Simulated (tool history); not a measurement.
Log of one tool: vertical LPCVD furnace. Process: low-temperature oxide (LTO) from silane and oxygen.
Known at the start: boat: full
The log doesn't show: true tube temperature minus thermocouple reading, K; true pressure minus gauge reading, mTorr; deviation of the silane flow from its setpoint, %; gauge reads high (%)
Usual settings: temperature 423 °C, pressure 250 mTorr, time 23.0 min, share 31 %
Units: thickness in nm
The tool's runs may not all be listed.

| run | day | temperature | pressure | time | share | wafers since the last listed run | hours since the last temperature calibration | hours since the pressure gauge was zeroed | hours since the silane flow controller was replaced | hours since the gauge calibration | read-back reference wafer on the same gauge, thickness | thickness |
|---|---|---|---|---|---|---|---|---|---|---|---|---|
| 1 | 0.000 | 423 | 295 | 23.0 | 33 | 0 | 3449.4 | 2158.7 | 2085.1 | 4.4 | 232.96 | 281.47 |
| 2 | 2.433 | 423 | 295 | 23.0 | 33 | 1125 | 3507.8 | 2217.1 | 2143.5 | 62.8 | 233.00 | 282.94 |
| 3 | 3.371 | 423 | 285 | 23.0 | 31 | 433 | 3530.3 | 2239.6 | 2166.0 | 85.3 | 233.10 | 250.81 |
| 4 | 3.967 | 429 | 250 | 23.0 | 28 | 275 | 3544.6 | 2253.9 | 2180.3 | 99.6 | 232.92 | 204.69 |
| 5 | 4.575 | 423 | 250 | 23.0 | 31 | 281 | 3559.2 | 2268.5 | 2194.9 | 114.2 | 232.85 | 220.41 |
| 6 | 5.929 | 423 | 250 | 23.0 | 31 | 626 | 3591.7 | 2301.0 | 2227.4 | 146.7 | 233.04 | 220.29 |
|  | 7.121 | thermocouples replaced and temperature profile calibrated |
| 7 | 7.342 | 423 | 250 | 23.0 | 31 | 190 | 5.3 | 2334.9 | 2261.3 | 180.6 | 233.08 | 221.12 |
|  | 8.496 | silane flow controller replaced |
| 8 | 8.517 | 423 | 250 | 23.0 | 31 | 80 | 33.5 | 2363.1 | 0.5 | 208.8 | 233.09 | 227.07 |
|  | 9.521 | pressure gauge zeroed |
| 9 | 9.542 | 423 | 250 | 23.0 | 31 | 11 | 58.1 | 0.5 | 25.1 | 233.4 | 233.07 | 227.48 |
|  | 11.512 | silane flow controller replaced, repeated, since the last time left the tool worse |
| 10 | 11.533 | 423 | 250 | 23.0 | 31 | 458 | 105.9 | 48.3 | 0.5 | 281.2 | 232.81 | 211.43 |
| 11 | 11.988 | 418 | 305 | 23.0 | 31 | 210 | 116.8 | 59.2 | 11.4 | 292.1 | 233.04 | 244.54 |
| 12 | 13.100 | 435 | 305 | 26.0 | 34 | 514 | 143.5 | 85.9 | 38.1 | 318.8 | 232.95 | 372.73 |
|  | 14.254 | gauge calibrated |
| 13 | 14.383 | 423 | 250 | 23.0 | 31 | 593 | 174.3 | 116.7 | 68.9 | 3.1 | 232.97 | 211.51 |
| 14 | 15.092 | 416 | 250 | 27.0 | 31 | 327 | 191.3 | 133.7 | 85.9 | 20.1 | 233.03 | 229.60 |
| 15 | 15.996 | 423 | 250 | 32.0 | 31 | 418 | 213.0 | 155.4 | 107.6 | 41.8 | 233.14 | 294.43 |
| 16 | 16.788 | 416 | 250 | 15.5 | 26 | 366 | 232.0 | 174.4 | 126.6 | 60.8 | 233.04 | 102.26 |

The next listed run, before its measurement:
| 17 | 17.367 | 435 | 310 | 18.0 | 29 | 267 | 245.9 | 188.3 | 140.5 | 74.7 | ? | ? |

{"run 17": {"read-back reference wafer on the same gauge, thickness": 232.91, "thickness": 213.51}}
Without the tool's hidden state the same run would have given thickness 214.01 nm.
